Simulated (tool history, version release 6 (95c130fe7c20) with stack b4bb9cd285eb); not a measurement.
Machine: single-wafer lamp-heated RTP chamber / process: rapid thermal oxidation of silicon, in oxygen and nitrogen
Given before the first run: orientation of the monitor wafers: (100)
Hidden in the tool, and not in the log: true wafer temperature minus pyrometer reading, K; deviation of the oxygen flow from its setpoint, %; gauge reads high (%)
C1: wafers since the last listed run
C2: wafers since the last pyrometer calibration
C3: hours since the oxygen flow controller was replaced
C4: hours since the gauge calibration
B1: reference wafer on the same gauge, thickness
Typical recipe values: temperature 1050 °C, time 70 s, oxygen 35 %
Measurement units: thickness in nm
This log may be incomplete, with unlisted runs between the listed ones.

run 1 day=0.000 | temperature=1073 time=70 oxygen=35 | C1=0 C2=248 C3=6768.6 C4=1462.2 | B1=6.142 | thickness=8.052
run 2 day=2.912 | temperature=1073 time=70 oxygen=35 | C1=725 C2=974 C3=6838.5 C4=1532.1 | B1=6.148 | thickness=8.090
run 3 day=7.400 | temperature=1050 time=70 oxygen=35 | C1=1117 C2=2092 C3=6946.2 C4=1639.8 | B1=6.136 | thickness=7.053
run 4 day=11.279 | temperature=1050 time=70 oxygen=35 | C1=966 C2=3058 C3=7039.3 C4=1732.9 | B1=6.136 | thickness=7.120
run 5 day=13.683 | temperature=1050 time=70 oxygen=35 | C1=598 C2=3657 C3=7097.0 C4=1790.6 | B1=6.144 | thickness=7.059
run 6 day=15.421 | temperature=1059 time=70 oxygen=35 | C1=432 C2=4090 C3=7138.7 C4=1832.3 | B1=6.141 | thickness=7.551
run 7 day=21.896 | temperature=1059 time=70 oxygen=35 | C1=1613 C2=5703 C3=7294.1 C4=1987.7 | B1=6.144 | thickness=7.573
run 8 day=23.708 | temperature=1059 time=70 oxygen=35 | C1=451 C2=6155 C3=7337.6 C4=2031.2 | B1=6.142 | thickness=7.555
-- day=25.400 pyrometer window cleaned and pyrometer calibrated
-- day=27.658 oxygen flow controller replaced
run 9 day=28.121 | temperature=1050 time=88 oxygen=35 | C1=933 C2=594 C3=11.1 C4=2137.1 | B1=6.141 | thickness=7.706
-- day=28.388 gauge calibrated
run 10 day=32.304 | temperature=1050 time=70 oxygen=35 | C1=1042 C2=1636 C3=111.5 C4=94.0 | B1=6.136 | thickness=7.047
run 11 day=35.592 | temperature=1050 time=70 oxygen=35 | C1=818 C2=2455 C3=190.4 C4=172.9 | B1=6.139 | thickness=7.017
run 12 day=39.417 | temperature=1050 time=70 oxygen=56 | C1=952 C2=3408 C3=282.2 C4=264.7 | B1=6.147 | thickness=8.400
run 13 day=41.262 | temperature=1050 time=70 oxygen=35 | C1=459 C2=3868 C3=326.5 C4=309.0 | B1=6.140 | thickness=7.100
run 14 day=44.071 | temperature=1062 time=93 oxygen=61 | C1=699 C2=4567 C3=393.9 C4=376.4 | B1=6.137 | thickness=10.666
run 15 day=47.254 | temperature=1050 time=70 oxygen=26 | C1=793 C2=5360 C3=470.3 C4=452.8 | B1=6.145 | thickness=6.411
run 16 day=48.967 | temperature=1042 time=70 oxygen=45 | C1=426 C2=5787 C3=511.4 C4=493.9 | B1=6.141 | thickness=7.382
-- day=52.062 pyrometer window cleaned and pyrometer calibrated
run 17 day=53.379 | temperature=1026 time=56 oxygen=18 | C1=1016 C2=328 C3=617.3 C4=599.8 | B1=6.134 | thickness=4.341
run 18 day=56.575 | temperature=1071 time=93 oxygen=35 | C1=796 C2=1124 C3=694.0 C4=676.5 | B1=6.139 | thickness=9.117
run 19 day=60.079 | temperature=1020 time=70 oxygen=35 | C1=872 C2=1997 C3=778.1 C4=760.6 | B1=6.137 | thickness=5.735
run 20 day=64.262 | temperature=1035 time=82 oxygen=27 | C1=1042 C2=3039 C3=878.5 C4=861.0 | B1=6.143 | thickness=6.282
run 21 day=68.346 | temperature=1050 time=70 oxygen=35 | C1=1017 C2=4056 C3=976.5 C4=959.0 | B1=6.136 | thickness=7.093
run 22 day=72.308 | temperature=1050 time=70 oxygen=35 | C1=987 C2=5044 C3=1071.6 C4=1054.1 | B1=6.142 | thickness=7.070
run 23 day=75.812 | temperature=1050 time=70 oxygen=35 | C1=872 C2=5916 C3=1155.7 C4=1138.2 | B1=6.142 | thickness=7.075

Below are 3 alternative next runs, each starting from the tool's condition after run 23. Predict each:
run A day=75.833 | temperature=1050 time=70 oxygen=35 | C1=5 C2=5922 C3=1156.2 C4=1138.7 | B1=? | thickness=?
run B day=75.833 | temperature=1065 time=70 oxygen=17 | C1=5 C2=5922 C3=1156.2 C4=1138.7 | B1=? | thickness=?
run C day=75.833 | temperature=1050 time=70 oxygen=48 | C1=5 C2=5922 C3=1156.2 C4=1138.7 | B1=? | thickness=?

run=A B1=6.134 thickness=7.113
run=B B1=6.134 thickness=6.117
run=C B1=6.134 thickness=7.949
What these runs would have given with no unlogged condition in the tool:
run=A thickness=6.908
run=B thickness=5.948
run=C thickness=7.717

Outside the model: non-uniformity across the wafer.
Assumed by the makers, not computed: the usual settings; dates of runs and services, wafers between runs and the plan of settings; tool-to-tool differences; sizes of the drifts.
